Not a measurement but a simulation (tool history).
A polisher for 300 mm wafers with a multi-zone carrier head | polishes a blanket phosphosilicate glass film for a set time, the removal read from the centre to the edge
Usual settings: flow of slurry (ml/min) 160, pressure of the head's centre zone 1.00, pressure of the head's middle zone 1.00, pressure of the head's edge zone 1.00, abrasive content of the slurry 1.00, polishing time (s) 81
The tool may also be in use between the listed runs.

run,hour,flow of slurry (ml/min),pressure of the head's centre zone,pressure of the head's middle zone,pressure of the head's edge zone,abrasive content of the slurry,polishing time (s),"incoming thickness of the incoming film, nm",film removed at the wafer's centre (nm),film removed at mid-radius (nm),film removed at the wafer's edge (nm)
1,0.0,160,1.00,1.00,1.00,0.95,81,2716.8,841.3,890.7,905.1
# hour 27.6: carrier head's membrane replaced by a new one
2,49.3,160,1.00,1.00,1.00,1.00,81,2683.7,859.3,862.8,909.6
# hour 115.7: slurry nozzle cleaned
3,116.2,160,1.00,1.00,1.00,1.00,81,2689.1,891.5,898.9,933.6
4,154.8,190,1.00,1.00,1.00,1.00,74,2649.5,806.0,835.4,854.9
5,231.4,160,1.00,0.93,1.00,1.00,104,2662.6,1068.5,1046.0,1133.4
# hour 329.5: edge zone pressure recalibrated
6,336.9,160,1.00,1.00,1.00,1.00,81,2675.6,796.4,848.1,850.3
# hour 392.6: centre zone pressure recalibrated
7,415.0,160,1.00,1.00,1.00,1.00,89,2633.2,858.9,903.9,906.6
# hour 439.7: worn pad replaced by a new one
8,463.4,160,0.94,1.00,1.00,1.00,81,2659.3,837.7,936.0,927.7
9,564.8,160,1.00,1.00,1.00,1.00,81,2641.6,849.8,887.4,900.2
10,645.8,160,0.93,1.00,1.05,0.75,102,2627.9,865.8,956.6,993.4
11,735.5,160,0.94,1.11,1.00,0.85,81,2660.9,697.4,854.2,810.1
12,786.7,160,1.00,1.10,1.00,0.70,81,2634.2,674.2,758.0,712.9
# hour 815.7: slurry nozzle cleaned
13,841.1,160,1.00,1.00,1.00,1.00,81,2647.8,822.8,833.2,847.6
14,903.0,115,1.00,1.09,1.05,1.20,81,2652.3,783.6,878.8,856.6
# hour 915.6: worn pad replaced by a new one
# hour 935.8: edge zone pressure recalibrated
15,953.2,160,1.00,1.00,1.00,1.15,81,2645.3,937.1,981.5,966.4
16,1046.5,180,1.00,1.00,1.00,1.00,81,2652.9,882.4,885.5,917.3
17,1094.8,205,1.06,1.00,1.06,1.00,61,2666.0,710.9,692.5,697.9
18,1195.6,135,1.11,1.06,1.00,1.00,94,2611.7,1000.7,981.2,975.3
19,1282.6,160,0.94,1.00,1.00,1.15,81,2701.0,779.5,844.1,881.2
20,1375.2,160,1.00,1.00,1.00,1.00,81,2671.9,750.2,780.1,813.8
# hour 1419.0: edge zone pressure recalibrated
21,1449.9,135,1.00,1.07,1.00,1.00,94,2640.0,804.7,909.5,893.2
# hour 1517.7: worn pad replaced by a new one
22,1521.6,160,1.00,1.00,1.00,1.00,81,2633.4,854.9,872.6,906.1

Forecast each of these 3 alternatives for the next run:
A,1522.0,160,1.00,1.00,1.10,1.00,81,2612.4,?,?,?
B,1522.0,160,0.90,1.00,0.94,1.15,81,2612.4,?,?,?
C,1522.0,160,1.00,1.00,1.12,1.00,81,2612.4,?,?,?

run,film removed at the wafer's centre (nm),film removed at mid-radius (nm),film removed at the wafer's edge (nm)
A,841.9,888.8,949.6
B,818.7,939.4,929.0
C,841.9,888.8,958.3
Without the tool's hidden state the same runs would have given:
run,film removed at the wafer's centre (nm),film removed at mid-radius (nm),film removed at the wafer's edge (nm)
A,919.5,961.1,1004.3
B,894.1,1015.8,982.5
C,919.5,961.1,1013.5
